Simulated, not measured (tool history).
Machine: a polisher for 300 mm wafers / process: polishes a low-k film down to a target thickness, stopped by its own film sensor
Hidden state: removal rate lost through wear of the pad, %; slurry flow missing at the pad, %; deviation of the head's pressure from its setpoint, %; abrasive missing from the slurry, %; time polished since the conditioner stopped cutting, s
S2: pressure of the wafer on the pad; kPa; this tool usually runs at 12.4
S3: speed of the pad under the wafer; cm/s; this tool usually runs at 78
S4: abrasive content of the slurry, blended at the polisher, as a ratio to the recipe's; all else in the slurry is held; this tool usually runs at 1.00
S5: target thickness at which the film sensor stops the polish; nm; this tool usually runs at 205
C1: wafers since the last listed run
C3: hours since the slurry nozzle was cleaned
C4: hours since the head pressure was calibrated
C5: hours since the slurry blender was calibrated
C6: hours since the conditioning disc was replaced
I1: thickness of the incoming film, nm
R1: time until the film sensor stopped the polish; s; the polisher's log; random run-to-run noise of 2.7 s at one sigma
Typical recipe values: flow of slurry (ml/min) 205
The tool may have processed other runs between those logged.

{"run": 1, "hour": 0.0, "flow of slurry (ml/min)": 205, "S2": 12.4, "S3": 78, "S4": 1.0, "S5": 205, "C1": 0, "wafers polished on this pad": 3830, "C3": 178.8, "C4": 616.6, "C5": 429.8, "C6": 172.9, "I1": 247.1, "R1": 168.0}
{"hour": 9.2, "done": "head pressure recalibrated"}
{"run": 2, "hour": 105.4, "flow of slurry (ml/min)": 205, "S2": 12.4, "S3": 78, "S4": 0.8, "S5": 205, "C1": 605, "wafers polished on this pad": 4435, "C3": 284.2, "C4": 96.2, "C5": 535.2, "C6": 278.3, "I1": 249.4, "R1": 218.6}
{"hour": 144.4, "done": "worn pad replaced by a new one"}
{"run": 3, "hour": 146.9, "flow of slurry (ml/min)": 205, "S2": 12.4, "S3": 78, "S4": 0.8, "S5": 205, "C1": 219, "wafers polished on this pad": 14, "C3": 325.7, "C4": 137.7, "C5": 576.7, "C6": 319.8, "I1": 249.6, "R1": 186.2}
{"run": 4, "hour": 187.0, "flow of slurry (ml/min)": 205, "S2": 12.4, "S3": 78, "S4": 0.8, "S5": 205, "C1": 234, "wafers polished on this pad": 249, "C3": 365.8, "C4": 177.8, "C5": 616.8, "C6": 359.9, "I1": 249.9, "R1": 191.8}
{"hour": 239.5, "done": "slurry blender recalibrated"}
{"run": 5, "hour": 261.7, "flow of slurry (ml/min)": 180, "S2": 12.4, "S3": 98, "S4": 1.0, "S5": 205, "C1": 425, "wafers polished on this pad": 675, "C3": 440.5, "C4": 252.5, "C5": 22.2, "C6": 434.6, "I1": 245.8, "R1": 140.0}
{"run": 6, "hour": 317.4, "flow of slurry (ml/min)": 205, "S2": 12.4, "S3": 78, "S4": 1.0, "S5": 205, "C1": 326, "wafers polished on this pad": 1001, "C3": 496.2, "C4": 308.2, "C5": 77.9, "C6": 490.3, "I1": 246.5, "R1": 161.4}
{"run": 7, "hour": 378.9, "flow of slurry (ml/min)": 230, "S2": 12.4, "S3": 78, "S4": 1.0, "S5": 205, "C1": 360, "wafers polished on this pad": 1361, "C3": 557.7, "C4": 369.7, "C5": 139.4, "C6": 551.8, "I1": 254.7, "R1": 193.9}
{"run": 8, "hour": 428.0, "flow of slurry (ml/min)": 205, "S2": 12.4, "S3": 78, "S4": 1.0, "S5": 205, "C1": 287, "wafers polished on this pad": 1649, "C3": 606.8, "C4": 418.8, "C5": 188.5, "C6": 600.9, "I1": 250.6, "R1": 176.8}
{"run": 9, "hour": 512.8, "flow of slurry (ml/min)": 205, "S2": 12.4, "S3": 88, "S4": 1.0, "S5": 205, "C1": 496, "wafers polished on this pad": 2145, "C3": 691.6, "C4": 503.6, "C5": 273.3, "C6": 685.7, "I1": 251.2, "R1": 178.0}
{"hour": 522.1, "done": "conditioning disc replaced and pad reconditioned"}
{"hour": 529.2, "done": "slurry nozzle cleaned"}
{"hour": 688.8, "done": "head pressure recalibrated"}
{"hour": 756.2, "done": "worn pad replaced by a new one"}
{"run": 10, "hour": 765.2, "flow of slurry (ml/min)": 205, "S2": 12.4, "S3": 86, "S4": 1.0, "S5": 192, "C1": 1425, "wafers polished on this pad": 52, "C3": 236.0, "C4": 76.4, "C5": 525.7, "C6": 243.1, "I1": 245.0, "R1": 181.1}
{"run": 11, "hour": 825.8, "flow of slurry (ml/min)": 205, "S2": 15.2, "S3": 78, "S4": 1.0, "S5": 205, "C1": 354, "wafers polished on this pad": 407, "C3": 296.6, "C4": 137.0, "C5": 586.3, "C6": 303.7, "I1": 249.5, "R1": 132.5}
{"hour": 875.5, "done": "slurry blender recalibrated"}
{"run": 12, "hour": 920.4, "flow of slurry (ml/min)": 205, "S2": 12.4, "S3": 78, "S4": 1.0, "S5": 205, "C1": 542, "wafers polished on this pad": 950, "C3": 391.2, "C4": 231.6, "C5": 44.9, "C6": 398.3, "I1": 254.8, "R1": 189.0}
{"run": 13, "hour": 980.4, "flow of slurry (ml/min)": 205, "S2": 12.4, "S3": 78, "S4": 1.0, "S5": 195, "C1": 351, "wafers polished on this pad": 1301, "C3": 451.2, "C4": 291.6, "C5": 104.9, "C6": 458.3, "I1": 248.9, "R1": 205.9}
{"run": 14, "hour": 1068.6, "flow of slurry (ml/min)": 205, "S2": 14.5, "S3": 86, "S4": 0.75, "S5": 218, "C1": 516, "wafers polished on this pad": 1818, "C3": 539.4, "C4": 379.8, "C5": 193.1, "C6": 546.5, "I1": 247.8, "R1": 119.6}
{"hour": 1124.9, "done": "conditioning disc replaced and pad reconditioned"}
{"run": 15, "hour": 1125.4, "flow of slurry (ml/min)": 205, "S2": 15.9, "S3": 78, "S4": 1.0, "S5": 205, "C1": 320, "wafers polished on this pad": 2139, "C3": 596.2, "C4": 436.6, "C5": 249.9, "C6": 0.5, "I1": 251.6, "R1": 150.0}
{"run": 16, "hour": 1186.7, "flow of slurry (ml/min)": 205, "S2": 12.4, "S3": 90, "S4": 1.0, "S5": 219, "C1": 359, "wafers polished on this pad": 2498, "C3": 657.5, "C4": 497.9, "C5": 311.2, "C6": 61.8, "I1": 251.0, "R1": 125.3}
{"hour": 1197.5, "done": "slurry nozzle cleaned"}
{"run": 17, "hour": 1289.1, "flow of slurry (ml/min)": 205, "S2": 9.0, "S3": 92, "S4": 1.0, "S5": 205, "C1": 593, "wafers polished on this pad": 3092, "C3": 91.6, "C4": 600.3, "C5": 413.6, "C6": 164.2, "I1": 250.3, "R1": 225.6}
{"hour": 1315.0, "done": "head pressure recalibrated"}
{"run": 18, "hour": 1365.4, "flow of slurry (ml/min)": 205, "S2": 12.4, "S3": 78, "S4": 0.75, "S5": 195, "C1": 435, "wafers polished on this pad": 3527, "C3": 167.9, "C4": 50.4, "C5": 489.9, "C6": 240.5, "I1": 249.8, "R1": 281.3}

Expected results for the next run?
{"run": 19, "hour": 1421.0, "flow of slurry (ml/min)": 205, "S2": 15.9, "S3": 60, "S4": 1.0, "S5": 205, "C1": 325, "wafers polished on this pad": 3853, "C3": 223.5, "C4": 106.0, "C5": 545.5, "C6": 296.1, "I1": 251.8, "R1": "?"}

Run 19 measured R1 175.2 s.
On a tool with no hidden condition, and with the same random variation, this run would have come out at R1 150.7 s.
